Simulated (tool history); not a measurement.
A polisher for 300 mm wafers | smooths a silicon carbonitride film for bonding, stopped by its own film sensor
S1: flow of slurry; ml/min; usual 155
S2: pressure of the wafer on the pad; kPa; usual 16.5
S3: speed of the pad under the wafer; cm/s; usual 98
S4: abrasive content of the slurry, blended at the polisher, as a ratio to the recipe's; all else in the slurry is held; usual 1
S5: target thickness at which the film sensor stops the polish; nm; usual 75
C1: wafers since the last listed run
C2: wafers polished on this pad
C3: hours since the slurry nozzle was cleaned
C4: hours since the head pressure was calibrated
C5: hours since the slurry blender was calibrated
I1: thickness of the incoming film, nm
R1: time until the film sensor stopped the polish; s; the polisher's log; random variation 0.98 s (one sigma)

run     day   S1    S2  S3   S4  S5   C1    C2     C3     C4     C5     I1     R1
  1       0  155  16.5  98    1  80    0   718  283.9    269   83.1  100.2     67
  2   2.971  155  16.5  98    1  80  442  1160  355.2  340.3  154.4   99.7   66.5
      3.558  -- worn pad replaced by a new one
  3   4.562  115  16.5  98    1  75  212   149  393.4  378.5  192.6  100.6   92.3
        5.5  -- slurry blender recalibrated
  4   7.083  115  16.5  98    1  75  362   512  453.9    439     38  100.4   87.9
  5   9.738  115  16.5  98    1  75  395   907  517.6  502.7  101.7  100.9     91
     11.529  -- worn pad replaced by a new one
     12.012  -- head pressure recalibrated
  6  12.521  155  16.5  98    1  75  377   135  584.4   12.2  168.5   98.3   80.1
  7  13.592  155  16.5  98    1  75  159   294  610.1   37.9  194.2  100.5     87
     15.967  -- slurry nozzle cleaned
     16.121  -- slurry blender recalibrated
  8  16.171  155  16.5  98    1  75  365   659    4.9   99.8    1.2   99.6   80.9
  9   17.65  155  16.5  98    1  75  220   880   40.4  135.3   36.7   98.5   76.3
     20.308  -- worn pad replaced by a new one
 10  24.342  155  16.5  98    1  75  971   600    201  295.9  197.3   98.8   80.5
     24.762  -- slurry blender recalibrated
 11  26.775  155  16.5  98    1  75  349   950  259.4  354.3   48.3  101.3   86.2
 12  27.904  210  16.5  98    1  75  168  1118  286.5  381.4   75.4  100.6   80.2
     29.683  -- worn pad replaced by a new one
 13  29.921  175  16.5  88    1  75  275    35  334.9  429.8  123.8  100.6   88.5
 14  31.358  115  16.5  98    1  75  213   249  369.4  464.3  158.3   98.9   86.9
 15  33.896  155    20  98    1  78  377   627  430.3  525.2  219.2  101.1   71.3
       34.2  -- head pressure recalibrated
     34.804  -- slurry blender recalibrated
 16  34.925  155  16.5  98    1  75  128   755    455   17.4    2.9   99.9   82.6
 17  36.417  175  21.4  98    1  75  222   977  490.8   53.2   38.7   98.5   64.4
 18  37.625  110  16.5  72    1  75  179  1157  519.8   82.2   67.7  100.8  107.1
     38.788  -- worn pad replaced by a new one
 19  40.212  155  16.5  98    1  75  360   212  581.9  144.3  129.8  100.4   85.1
 20  41.596  155  16.5  80    1  79  205   418  615.1  177.5    163   99.7     79
     43.142  -- slurry nozzle cleaned
     43.475  -- slurry blender recalibrated
 21  45.008  175  13.8  64  0.8  75  489   907   44.8  259.4   36.8  100.4  124.4
 22  46.471  155    11  80    1  75  217  1125   79.9  294.5   71.9   97.8  104.7

3 ways to go on from here, each from the tool as it stands after run 22. What would each give?
  A  46.492  155  16.5  98    1  75   3  1128  80.4  295  72.4  100.2   ?
  B  46.492  105  12.4  98  1.1  68   3  1128  80.4  295  72.4  100.2   ?
  C  46.492  155  16.5  86    1  80   3  1128  80.4  295  72.4  100.2   ?

run     R1
  A   84.2
  B  131.5
  C   72.3
Without the tool's hidden state the same runs would have given:
run     R1
  A   83.2
  B  129.9
  C   71.4
